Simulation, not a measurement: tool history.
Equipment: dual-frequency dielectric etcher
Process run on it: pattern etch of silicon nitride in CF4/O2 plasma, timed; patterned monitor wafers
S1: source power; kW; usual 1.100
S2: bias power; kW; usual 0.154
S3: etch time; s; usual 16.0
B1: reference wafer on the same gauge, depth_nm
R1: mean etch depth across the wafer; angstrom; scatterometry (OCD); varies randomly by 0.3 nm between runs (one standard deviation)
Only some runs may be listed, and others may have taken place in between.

{"run": 1, "day": 0.0, "S1": 1.04, "S2": 0.154, "S3": 16.0, "B1": 60.9, "R1": 561}
{"run": 2, "day": 0.533, "S1": 1.04, "S2": 0.154, "S3": 16.0, "B1": 61.0, "R1": 562}
{"run": 3, "day": 1.171, "S1": 1.04, "S2": 0.154, "S3": 16.0, "B1": 60.9, "R1": 561}
{"run": 4, "day": 1.446, "S1": 1.3, "S2": 0.154, "S3": 17.5, "B1": 61.0, "R1": 691}
{"run": 5, "day": 2.133, "S1": 1.3, "S2": 0.154, "S3": 17.5, "B1": 61.0, "R1": 691}
{"run": 6, "day": 2.775, "S1": 1.3, "S2": 0.154, "S3": 17.5, "B1": 60.9, "R1": 689}
{"run": 7, "day": 3.146, "S1": 1.1, "S2": 0.154, "S3": 15.0, "B1": 61.1, "R1": 542}
{"run": 8, "day": 3.417, "S1": 1.1, "S2": 0.154, "S3": 15.0, "B1": 61.0, "R1": 541}
{"day": 4.188, "done": "bias power generator calibrated"}
{"run": 9, "day": 4.208, "S1": 1.1, "S2": 0.154, "S3": 16.0, "B1": 61.0, "R1": 576}
{"run": 10, "day": 4.504, "S1": 1.1, "S2": 0.154, "S3": 16.0, "B1": 60.9, "R1": 570}
{"day": 5.183, "done": "source power generator calibrated"}
{"day": 5.862, "done": "wet clean of the chamber"}
{"day": 6.546, "done": "upper electrode replaced"}
{"run": 11, "day": 6.567, "S1": 1.02, "S2": 0.18, "S3": 18.5, "B1": 61.0, "R1": 671}
{"run": 12, "day": 6.583, "S1": 1.1, "S2": 0.154, "S3": 16.0, "B1": 61.0, "R1": 578}
{"run": 13, "day": 6.917, "S1": 1.19, "S2": 0.169, "S3": 19.5, "B1": 61.0, "R1": 749}
{"day": 7.421, "done": "gauge calibrated"}
{"run": 14, "day": 7.479, "S1": 1.1, "S2": 0.154, "S3": 16.0, "B1": 61.0, "R1": 576}
{"run": 15, "day": 8.208, "S1": 1.1, "S2": 0.187, "S3": 16.0, "B1": 61.0, "R1": 613}
{"run": 16, "day": 8.783, "S1": 1.19, "S2": 0.169, "S3": 19.5, "B1": 61.0, "R1": 746}
{"run": 17, "day": 9.467, "S1": 1.31, "S2": 0.143, "S3": 19.5, "B1": 61.0, "R1": 760}
{"run": 18, "day": 9.929, "S1": 1.1, "S2": 0.177, "S3": 16.0, "B1": 60.9, "R1": 599}
{"run": 19, "day": 10.333, "S1": 1.1, "S2": 0.154, "S3": 16.0, "B1": 61.1, "R1": 579}
{"run": 20, "day": 10.633, "S1": 1.1, "S2": 0.172, "S3": 16.0, "B1": 61.0, "R1": 595}

Run 21 comes next. What will it give?
{"run": 21, "day": 11.042, "S1": 1.22, "S2": 0.154, "S3": 16.0, "B1": "?", "R1": "?"}

{"run 21": {"B1": 60.9, "R1": 611}}
On a tool with no hidden condition, and with the same random variation, this run would have come out at R1 611 angstrom.
